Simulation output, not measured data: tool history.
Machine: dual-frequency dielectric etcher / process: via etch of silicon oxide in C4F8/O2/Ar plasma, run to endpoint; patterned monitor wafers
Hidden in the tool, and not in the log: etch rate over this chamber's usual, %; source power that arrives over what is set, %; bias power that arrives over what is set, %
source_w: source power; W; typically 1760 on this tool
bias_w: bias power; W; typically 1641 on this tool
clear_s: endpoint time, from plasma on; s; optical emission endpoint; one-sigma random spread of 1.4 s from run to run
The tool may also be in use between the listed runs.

run,hour,source_w,bias_w,wafers since the last listed run,hours since the last wet clean,hours since the last source power generator calibration,hours since the last bias power generator calibration,hours since the last upper electrode change,"incoming incoming film thickness, nm",clear_s
1,0.0,1760,1641,0,419.9,3566.1,1138.3,5216.8,1450.8,316.8
# hour 14.2: wet clean of the chamber
2,70.0,1900,1641,230,55.8,3636.1,1208.3,5286.8,1439.0,294.3
3,114.8,1760,1641,184,100.6,3680.9,1253.1,5331.6,1455.8,312.0
4,152.4,1760,1641,154,138.2,3718.5,1290.7,5369.2,1450.4,309.7
5,184.4,1760,1641,131,170.2,3750.5,1322.7,5401.2,1442.2,307.7
6,209.2,1610,1641,102,195.0,3775.3,1347.5,5426.0,1454.1,326.0
7,252.5,1610,1641,178,238.3,3818.6,1390.8,5469.3,1454.1,326.2
8,285.5,1610,1641,136,271.3,3851.6,1423.8,5502.3,1435.6,321.3
9,310.9,1760,1829,104,296.7,3877.0,1449.2,5527.7,1446.7,298.4
10,377.6,1760,1641,274,363.4,3943.7,1515.9,5594.4,1435.3,313.7
# hour 423.4: upper electrode replaced
# hour 425.3: wet clean of the chamber
11,431.4,1760,1641,114,6.1,3997.5,1569.7,8.0,1436.0,318.6
12,458.9,1470,1641,113,33.6,4025.0,1597.2,35.5,1428.3,344.4
13,518.0,2150,1291,243,92.7,4084.1,1656.3,94.6,1443.7,325.8
14,556.6,2050,1399,159,131.3,4122.7,1694.9,133.2,1457.0,326.5
15,622.6,2070,1479,272,197.3,4188.7,1760.9,199.2,1449.3,315.7
16,681.7,1380,1248,243,256.4,4247.8,1820.0,258.3,1437.3,408.8
# hour 712.0: wet clean of the chamber, repeated, since the last time left the tool worse
17,718.5,1900,1641,52,6.5,4284.6,1856.8,295.1,1440.0,293.6
18,748.7,1430,1876,124,36.7,4314.8,1887.0,325.3,1458.3,320.7
# hour 829.3: bias power generator calibrated
19,859.1,1760,1641,438,147.1,4425.2,29.8,435.7,1457.6,312.7
20,890.8,1390,1641,130,178.8,4456.9,61.5,467.4,1437.0,345.9
# hour 900.1: source power generator calibrated
21,933.8,1760,1415,160,221.8,33.7,104.5,510.4,1453.7,330.6
22,989.8,1760,1641,230,277.8,89.7,160.5,566.4,1443.3,311.5
# hour 1040.2: wet clean of the chamber
23,1060.9,1450,1242,194,20.7,160.8,231.6,637.5,1453.3,379.4
24,1101.9,1760,1641,168,61.7,201.8,272.6,678.5,1441.6,307.0
25,1164.1,2030,1420,256,123.9,264.0,334.8,740.7,1459.2,309.1

Branching from run 25: 5 alternative next runs. What would each branch give?
A,1164.6,2090,1641,2,124.4,264.5,335.3,741.2,1450.1,?
B,1164.6,2190,1524,2,124.4,264.5,335.3,741.2,1450.1,?
C,1164.6,2010,1960,2,124.4,264.5,335.3,741.2,1450.1,?
D,1164.6,2030,1641,2,124.4,264.5,335.3,741.2,1450.1,?
E,1164.6,1520,1932,2,124.4,264.5,335.3,741.2,1450.1,?

run,clear_s
A,284.4
B,286.8
C,269.7
D,288.1
E,307.7
Without the tool's unlogged condition, the same runs would have read:
run,clear_s
A,281.6
B,284.0
C,267.1
D,285.3
E,304.7
